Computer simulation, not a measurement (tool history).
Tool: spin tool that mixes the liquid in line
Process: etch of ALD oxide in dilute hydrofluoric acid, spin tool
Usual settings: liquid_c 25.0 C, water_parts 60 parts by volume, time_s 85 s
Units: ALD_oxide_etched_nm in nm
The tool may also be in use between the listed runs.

run	hour	liquid_c	water_parts	time_s	read-back film thickness of the ALD oxide reference wafer, read on the same gauge (nm)	ALD_oxide_etched_nm
1	0.0	25.0	60	85	59.82	19.56
2	28.1	22.0	60	85	59.78	17.38
3	43.0	22.0	60	85	59.76	17.54
4	70.4	22.0	60	85	59.71	17.16
5	82.9	25.0	60	85	59.65	19.61
6	141.8	25.0	75	85	59.46	15.23
7	157.6	25.0	75	85	59.41	15.29
8	183.1	27.5	60	85	59.38	21.51
9	202.8	27.5	60	85	59.27	21.44
# hour 218.8: hydrofluoric acid flow meter replaced
10	230.4	27.5	60	85	59.16	21.56
11	264.7	25.0	60	85	59.02	19.36
# hour 282.7: thermometer replaced
12	297.3	25.0	80	65	58.83	10.88
# hour 306.9: gauge calibrated
13	323.9	28.0	30	85	59.93	46.76
14	351.4	28.0	75	45	59.92	9.22
15	367.9	25.0	70	85	59.95	16.59
16	384.4	25.0	60	85	59.92	19.57
17	400.6	25.0	80	50	59.89	8.47
18	416.0	22.5	35	85	59.89	31.49
19	450.7	25.0	60	85	59.83	19.65
20	482.5	30.0	40	120	59.79	52.18
21	504.1	25.0	60	85	59.75	19.52
22	539.1	21.5	90	100	59.65	12.74

5 ways to go on from here, each from the tool as it stands after run 22. What would each give?
A	539.5	25.0	60	85	?	?
B	539.5	25.0	50	130	?	?
C	539.5	25.0	70	125	?	?
D	539.5	27.5	75	85	?	?
E	539.5	22.5	75	120	?	?

run	read-back film thickness of the ALD oxide reference wafer, read on the same gauge (nm)	ALD_oxide_etched_nm
A	59.68	19.64
B	59.68	36.54
C	59.68	24.43
D	59.68	17.01
E	59.68	19.66
Without the tool's hidden state the same runs would have given:
run	ALD_oxide_etched_nm
A	19.75
B	36.74
C	24.57
D	17.10
E	19.77
